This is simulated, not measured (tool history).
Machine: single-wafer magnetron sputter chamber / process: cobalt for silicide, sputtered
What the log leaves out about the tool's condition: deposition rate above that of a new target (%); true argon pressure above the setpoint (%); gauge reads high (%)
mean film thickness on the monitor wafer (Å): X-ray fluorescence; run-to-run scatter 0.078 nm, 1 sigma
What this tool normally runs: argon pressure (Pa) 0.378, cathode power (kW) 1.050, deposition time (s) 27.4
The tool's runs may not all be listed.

| run | day | argon pressure (Pa) | cathode power (kW) | deposition time (s) | wafers since the last listed run | wafers on the sputter target | hours since the last manometer calibration | hours since the magnet pack was replaced | hours since the gauge calibration | read-back reference wafer on the same gauge, thickness_nm | mean film thickness on the monitor wafer (Å) |
|---|---|---|---|---|---|---|---|---|---|---|---|
| 1 | 0.000 | 0.378 | 1.050 | 30.2 | 0 | 4345 | 1974.9 | 8585.2 | 1786.8 | 11.380 | 153.98 |
| 2 | 2.088 | 0.378 | 0.950 | 27.4 | 932 | 5277 | 2025.0 | 8635.3 | 1836.9 | 11.390 | 129.28 |
| 3 | 3.933 | 0.378 | 1.050 | 27.4 | 824 | 6101 | 2069.3 | 8679.6 | 1881.2 | 11.409 | 137.73 |
| 4 | 8.883 | 0.378 | 1.050 | 27.4 | 2210 | 8311 | 2188.1 | 8798.4 | 2000.0 | 11.426 | 139.03 |
| 5 | 11.146 | 0.378 | 1.050 | 27.4 | 1010 | 9322 | 2242.4 | 8852.7 | 2054.3 | 11.397 | 139.09 |
| 6 | 14.129 | 0.378 | 0.900 | 27.4 | 1332 | 10654 | 2314.0 | 8924.3 | 2125.9 | 11.392 | 122.45 |
|  | 15.254 | sputter target and shields replaced |
| 7 | 15.275 | 0.378 | 0.900 | 27.4 | 362 | 9 | 2341.5 | 8951.8 | 2153.4 | 11.396 | 124.49 |
|  | 16.129 | gauge calibrated |
| 8 | 17.575 | 0.378 | 1.050 | 27.4 | 1026 | 1035 | 2396.7 | 9007.0 | 34.7 | 11.412 | 140.59 |
| 9 | 18.738 | 0.378 | 1.050 | 27.4 | 519 | 1554 | 2424.6 | 9034.9 | 62.6 | 11.393 | 139.96 |
|  | 19.862 | capacitance manometer re-zeroed and calibrated |
| 10 | 19.883 | 0.378 | 1.050 | 27.4 | 362 | 1917 | 0.5 | 9062.4 | 90.1 | 11.392 | 140.13 |
| 11 | 22.542 | 0.248 | 1.050 | 25.8 | 1186 | 3104 | 64.3 | 9126.2 | 153.9 | 11.412 | 138.56 |
| 12 | 24.142 | 0.378 | 1.050 | 25.8 | 714 | 3819 | 102.7 | 9164.6 | 192.3 | 11.407 | 130.89 |
|  | 25.379 | magnet pack replaced |
| 13 | 26.083 | 0.378 | 1.050 | 27.4 | 718 | 4537 | 149.3 | 16.9 | 238.9 | 11.391 | 138.79 |
| 14 | 27.942 | 0.378 | 1.300 | 31.7 | 829 | 5366 | 193.9 | 61.5 | 283.5 | 11.375 | 191.64 |
| 15 | 29.379 | 0.437 | 0.850 | 27.4 | 641 | 6008 | 228.4 | 96.0 | 318.0 | 11.381 | 114.85 |
| 16 | 32.250 | 0.446 | 1.050 | 27.4 | 1281 | 7290 | 297.3 | 164.9 | 386.9 | 11.408 | 134.80 |
| 17 | 33.379 | 0.458 | 1.050 | 27.4 | 504 | 7794 | 324.4 | 192.0 | 414.0 | 11.395 | 134.48 |
| 18 | 34.704 | 0.378 | 1.050 | 27.4 | 591 | 8386 | 356.2 | 223.8 | 445.8 | 11.384 | 137.18 |
| 19 | 36.521 | 0.471 | 0.850 | 25.2 | 811 | 9197 | 399.8 | 267.4 | 489.4 | 11.416 | 103.95 |
|  | 37.042 | sputter target and shields replaced |
| 20 | 39.175 | 0.378 | 1.050 | 32.3 | 1036 | 951 | 463.5 | 331.1 | 553.1 | 11.387 | 166.18 |
| 21 | 41.417 | 0.442 | 0.800 | 27.4 | 1000 | 1952 | 517.3 | 384.9 | 606.9 | 11.425 | 110.17 |
| 22 | 43.867 | 0.261 | 1.200 | 27.4 | 1093 | 3046 | 576.1 | 443.7 | 665.7 | 11.388 | 162.38 |
| 23 | 45.275 | 0.314 | 1.050 | 22.4 | 628 | 3675 | 609.9 | 477.5 | 699.5 | 11.396 | 116.71 |
| 24 | 51.462 | 0.244 | 1.200 | 31.7 | 2762 | 6438 | 758.4 | 626.0 | 848.0 | 11.389 | 190.15 |
| 25 | 52.879 | 0.240 | 1.050 | 30.2 | 632 | 7070 | 792.4 | 660.0 | 882.0 | 11.438 | 162.73 |
| 26 | 55.138 | 0.378 | 1.050 | 30.5 | 1008 | 8078 | 846.6 | 714.2 | 936.2 | 11.401 | 153.15 |
| 27 | 56.867 | 0.378 | 1.050 | 27.4 | 772 | 8850 | 888.1 | 755.7 | 977.7 | 11.418 | 138.17 |
| 28 | 58.642 | 0.378 | 1.050 | 27.4 | 792 | 9643 | 930.7 | 798.3 | 1020.3 | 11.397 | 137.94 |
| 29 | 61.333 | 0.378 | 1.050 | 27.4 | 1201 | 10845 | 995.3 | 862.9 | 1084.9 | 11.420 | 136.24 |
|  | 62.708 | sputter target and shields replaced |
| 30 | 63.021 | 0.378 | 1.250 | 27.4 | 604 | 140 | 1035.8 | 903.4 | 1125.4 | 11.418 | 162.24 |
| 31 | 69.042 | 0.273 | 0.900 | 29.0 | 2688 | 2828 | 1180.3 | 1047.9 | 1269.9 | 11.406 | 137.09 |
| 32 | 71.983 | 0.378 | 1.050 | 27.4 | 1313 | 4141 | 1250.9 | 1118.5 | 1340.5 | 11.397 | 139.59 |
| 33 | 73.471 | 0.378 | 1.050 | 27.4 | 664 | 4805 | 1286.6 | 1154.2 | 1376.2 | 11.406 | 139.56 |

The next listed run, before its measurement:
| 34 | 74.679 | 0.378 | 1.050 | 27.4 | 539 | 5345 | 1315.6 | 1183.2 | 1405.2 | ? | ? |

read-back reference wafer on the same gauge, thickness_nm: 11.382
mean film thickness on the monitor wafer (Å): 139.27
Had the tool carried no hidden state, the very same run would have given mean film thickness on the monitor wafer (Å) 142.40.
